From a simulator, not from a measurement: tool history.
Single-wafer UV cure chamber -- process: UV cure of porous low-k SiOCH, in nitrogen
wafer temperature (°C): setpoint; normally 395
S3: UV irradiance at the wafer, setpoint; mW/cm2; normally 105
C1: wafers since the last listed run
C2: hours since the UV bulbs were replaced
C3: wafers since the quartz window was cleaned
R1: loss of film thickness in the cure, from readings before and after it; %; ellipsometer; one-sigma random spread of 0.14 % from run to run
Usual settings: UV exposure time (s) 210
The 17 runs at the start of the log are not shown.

Run 18, hour 276.2: usual settings but wafer temperature (°C) 381, UV exposure time (s) 315, S3 131 mW/cm2; C1 97; C2 1477.3; C3 926. Result: R1 13.915 %.
Run 19, hour 293.5: usual settings but wafer temperature (°C) 385, UV exposure time (s) 125, S3 120 mW/cm2; C1 114; C2 1494.6; C3 1040. Result: R1 9.255 %.
Run 20, hour 302.6: usual settings but wafer temperature (°C) 376, S3 84 mW/cm2; C1 60; C2 1503.7; C3 1100. Result: R1 9.897 %.
Run 21, hour 313.2: usual settings; C1 70; C2 1514.3; C3 1170. Result: R1 11.000 %.
At hour 328.3: UV bulbs replaced.
Run 22, hour 328.8: usual settings but wafer temperature (°C) 400, S3 86 mW/cm2; C1 50; C2 0.5; C3 1221. Result: R1 10.711 %.
Run 23, hour 344.4: usual settings but UV exposure time (s) 310; C1 103; C2 16.1; C3 1324. Result: R1 13.241 %.
Run 24, hour 361.3: usual settings; C1 111; C2 33.0; C3 1436. Result: R1 11.241 %.
Run 25, hour 369.0: usual settings but S3 86 mW/cm2; C1 50; C2 40.7; C3 1487. Result: R1 10.525 %.
Run 26, hour 378.6: usual settings but wafer temperature (°C) 386, UV exposure time (s) 275, S3 126 mW/cm2; C1 63; C2 50.3; C3 1550. Result: R1 13.094 %.
Run 27, hour 391.5: usual settings but wafer temperature (°C) 413, UV exposure time (s) 145; C1 85; C2 63.2; C3 1635. Result: R1 9.782 %.
Run 28, hour 400.8: usual settings but wafer temperature (°C) 414, UV exposure time (s) 285; C1 61; C2 72.5; C3 1697. Result: R1 13.067 %.
Run 29, hour 409.3: usual settings; C1 56; C2 81.0; C3 1753. Result: R1 11.146 %.
Run 30, hour 421.3: usual settings but wafer temperature (°C) 413, UV exposure time (s) 140, S3 116 mW/cm2; C1 79; C2 93.0; C3 1832. Result: R1 9.872 %.

Branching from run 30: 3 alternative next runs. What would each branch give?
Run A, hour 421.8: usual settings but wafer temperature (°C) 390; C1 3; C2 93.5; C3 1836. Result: R1 ?.
Run B, hour 421.8: usual settings but wafer temperature (°C) 389, S3 76 mW/cm2; C1 3; C2 93.5; C3 1836. Result: R1 ?.
Run C, hour 421.8: usual settings but UV exposure time (s) 325; C1 3; C2 93.5; C3 1836. Result: R1 ?.

run      R1
  A  11.009
  B   9.616
  C  13.029
With the hidden condition removed and each run's random variation left untouched, the same runs would have given:
run      R1
  A  11.009
  B   9.616
  C  13.029
